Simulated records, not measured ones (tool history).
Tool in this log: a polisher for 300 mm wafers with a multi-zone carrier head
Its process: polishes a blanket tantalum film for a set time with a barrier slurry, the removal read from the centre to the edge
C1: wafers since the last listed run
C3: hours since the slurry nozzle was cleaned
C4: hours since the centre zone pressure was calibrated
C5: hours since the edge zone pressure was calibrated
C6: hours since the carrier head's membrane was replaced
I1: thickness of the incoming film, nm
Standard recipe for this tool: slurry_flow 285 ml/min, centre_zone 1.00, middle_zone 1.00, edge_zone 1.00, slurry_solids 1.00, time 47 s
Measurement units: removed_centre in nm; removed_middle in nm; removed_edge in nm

run 1 hour=0.0 | slurry_flow=285 centre_zone=1.00 middle_zone=1.00 edge_zone=1.00 slurry_solids=1.00 time=47 | C1=0 wafers_polished_on_this_pad=215 C3=62.1 C4=1303.2 C5=448.1 C6=813.4 | I1=187.9 | removed_centre=41.5 removed_middle=44.0 removed_edge=45.1
run 2 hour=50.0 | slurry_flow=285 centre_zone=1.00 middle_zone=1.00 edge_zone=1.00 slurry_solids=1.00 time=47 | C1=489 wafers_polished_on_this_pad=705 C3=112.1 C4=1353.2 C5=498.1 C6=863.4 | I1=190.0 | removed_centre=41.0 removed_middle=45.1 removed_edge=45.3
-- hour=82.9 centre zone pressure recalibrated
run 3 hour=83.4 | slurry_flow=285 centre_zone=1.00 middle_zone=1.00 edge_zone=1.00 slurry_solids=1.00 time=47 | C1=307 wafers_polished_on_this_pad=1013 C3=145.5 C4=0.5 C5=531.5 C6=896.8 | I1=192.0 | removed_centre=43.2 removed_middle=44.1 removed_edge=44.6
run 4 hour=127.7 | slurry_flow=285 centre_zone=1.00 middle_zone=1.00 edge_zone=1.00 slurry_solids=1.00 time=47 | C1=433 wafers_polished_on_this_pad=1447 C3=189.8 C4=44.8 C5=575.8 C6=941.1 | I1=186.9 | removed_centre=44.0 removed_middle=44.4 removed_edge=45.5
run 5 hour=166.2 | slurry_flow=285 centre_zone=1.00 middle_zone=1.00 edge_zone=1.00 slurry_solids=1.00 time=47 | C1=377 wafers_polished_on_this_pad=1824 C3=228.3 C4=83.3 C5=614.3 C6=979.6 | I1=193.1 | removed_centre=43.1 removed_middle=44.7 removed_edge=44.5
run 6 hour=217.8 | slurry_flow=285 centre_zone=1.00 middle_zone=1.00 edge_zone=1.00 slurry_solids=1.00 time=51 | C1=505 wafers_polished_on_this_pad=2329 C3=279.9 C4=134.9 C5=665.9 C6=1031.2 | I1=190.8 | removed_centre=47.3 removed_middle=48.6 removed_edge=48.9
run 7 hour=276.1 | slurry_flow=285 centre_zone=0.95 middle_zone=1.00 edge_zone=1.00 slurry_solids=1.00 time=47 | C1=571 wafers_polished_on_this_pad=2901 C3=338.2 C4=193.2 C5=724.2 C6=1089.5 | I1=189.0 | removed_centre=43.1 removed_middle=43.9 removed_edge=44.8
-- hour=281.9 worn pad replaced by a new one
-- hour=318.9 slurry nozzle cleaned
run 8 hour=325.0 | slurry_flow=205 centre_zone=0.93 middle_zone=1.00 edge_zone=0.97 slurry_solids=0.90 time=47 | C1=430 wafers_polished_on_this_pad=412 C3=6.1 C4=242.1 C5=773.1 C6=1138.4 | I1=190.7 | removed_centre=37.8 removed_middle=39.9 removed_edge=40.9
run 9 hour=389.2 | slurry_flow=285 centre_zone=1.00 middle_zone=1.00 edge_zone=1.00 slurry_solids=1.00 time=47 | C1=628 wafers_polished_on_this_pad=1041 C3=70.3 C4=306.3 C5=837.3 C6=1202.6 | I1=192.6 | removed_centre=44.0 removed_middle=44.3 removed_edge=44.5
-- hour=413.5 carrier head's membrane replaced by a new one
run 10 hour=457.2 | slurry_flow=285 centre_zone=1.00 middle_zone=1.00 edge_zone=1.00 slurry_solids=1.00 time=47 | C1=617 wafers_polished_on_this_pad=1658 C3=138.3 C4=374.3 C5=905.3 C6=43.7 | I1=188.3 | removed_centre=43.8 removed_middle=43.9 removed_edge=46.0
-- hour=465.4 edge zone pressure recalibrated
run 11 hour=526.1 | slurry_flow=220 centre_zone=1.00 middle_zone=1.00 edge_zone=0.92 slurry_solids=1.00 time=47 | C1=655 wafers_polished_on_this_pad=2314 C3=207.2 C4=443.2 C5=60.7 C6=112.6 | I1=187.9 | removed_centre=42.0 removed_middle=44.3 removed_edge=43.9
run 12 hour=564.7 | slurry_flow=340 centre_zone=1.00 middle_zone=0.95 edge_zone=0.89 slurry_solids=1.00 time=52 | C1=378 wafers_polished_on_this_pad=2692 C3=245.8 C4=481.8 C5=99.3 C6=151.2 | I1=189.9 | removed_centre=49.0 removed_middle=47.6 removed_edge=48.6
-- hour=574.1 worn pad replaced by a new one
-- hour=669.8 slurry nozzle cleaned
run 13 hour=749.9 | slurry_flow=285 centre_zone=1.00 middle_zone=1.08 edge_zone=1.07 slurry_solids=1.00 time=47 | C1=1765 wafers_polished_on_this_pad=1712 C3=80.1 C4=667.0 C5=284.5 C6=336.4 | I1=191.8 | removed_centre=43.9 removed_middle=47.9 removed_edge=45.9
run 14 hour=799.5 | slurry_flow=285 centre_zone=1.00 middle_zone=1.00 edge_zone=1.12 slurry_solids=1.00 time=47 | C1=485 wafers_polished_on_this_pad=2198 C3=129.7 C4=716.6 C5=334.1 C6=386.0 | I1=192.5 | removed_centre=43.8 removed_middle=44.7 removed_edge=47.2
-- hour=859.7 worn pad replaced by a new one
run 15 hour=871.4 | slurry_flow=285 centre_zone=1.00 middle_zone=1.00 edge_zone=1.00 slurry_solids=1.15 time=47 | C1=665 wafers_polished_on_this_pad=114 C3=201.6 C4=788.5 C5=406.0 C6=457.9 | I1=189.2 | removed_centre=45.1 removed_middle=47.2 removed_edge=48.9
run 16 hour=928.2 | slurry_flow=350 centre_zone=1.00 middle_zone=1.00 edge_zone=1.00 slurry_solids=1.00 time=57 | C1=556 wafers_polished_on_this_pad=671 C3=258.4 C4=845.3 C5=462.8 C6=514.7 | I1=193.3 | removed_centre=52.2 removed_middle=54.9 removed_edge=55.7
run 17 hour=953.2 | slurry_flow=285 centre_zone=0.97 middle_zone=1.00 edge_zone=1.00 slurry_solids=1.00 time=47 | C1=244 wafers_polished_on_this_pad=915 C3=283.4 C4=870.3 C5=487.8 C6=539.7 | I1=189.8 | removed_centre=42.2 removed_middle=44.8 removed_edge=45.0
-- hour=957.2 slurry nozzle cleaned
run 18 hour=1115.8 | slurry_flow=285 centre_zone=1.11 middle_zone=1.00 edge_zone=0.92 slurry_solids=0.90 time=62 | C1=1583 wafers_polished_on_this_pad=2499 C3=158.6 C4=1032.9 C5=650.4 C6=702.3 | I1=189.7 | removed_centre=56.1 removed_middle=56.4 removed_edge=55.9
-- hour=1152.7 worn pad replaced by a new one
run 19 hour=1153.2 | slurry_flow=285 centre_zone=1.00 middle_zone=1.00 edge_zone=1.00 slurry_solids=0.80 time=52 | C1=327 wafers_polished_on_this_pad=4 C3=196.0 C4=1070.3 C5=687.8 C6=739.7 | I1=186.4 | removed_centre=40.8 removed_middle=42.2 removed_edge=43.7
run 20 hour=1174.2 | slurry_flow=285 centre_zone=1.00 middle_zone=1.00 edge_zone=1.00 slurry_solids=1.00 time=47 | C1=205 wafers_polished_on_this_pad=210 C3=217.0 C4=1091.3 C5=708.8 C6=760.7 | I1=188.6 | removed_centre=42.3 removed_middle=44.8 removed_edge=45.1

The tool's hidden state at each run:
removal rate lost through wear of the pad, %: 0 at every run
slurry flow missing at the pad, %: 0 at every run
deviation of the edge zone's pressure from its setpoint, %: 0 at every run
H1: deviation of the centre zone's pressure from its setpoint, %
run=1 H1=-9.98
run=2 H1=-10.7
run=3 H1=-2.15
run=4 H1=-2.16
run=5 H1=-2.19
run=6 H1=-2.25
run=7 H1=-2.36
run=8 H1=-2.48
run=9 H1=-2.67
run=10 H1=-2.92
run=11 H1=-3.23
run=12 H1=-3.43
run=13 H1=-4.6
run=14 H1=-4.97
run=15 H1=-5.57
run=16 H1=-6.08
run=17 H1=-6.31
run=18 H1=-8.01
run=19 H1=-8.44
run=20 H1=-8.69
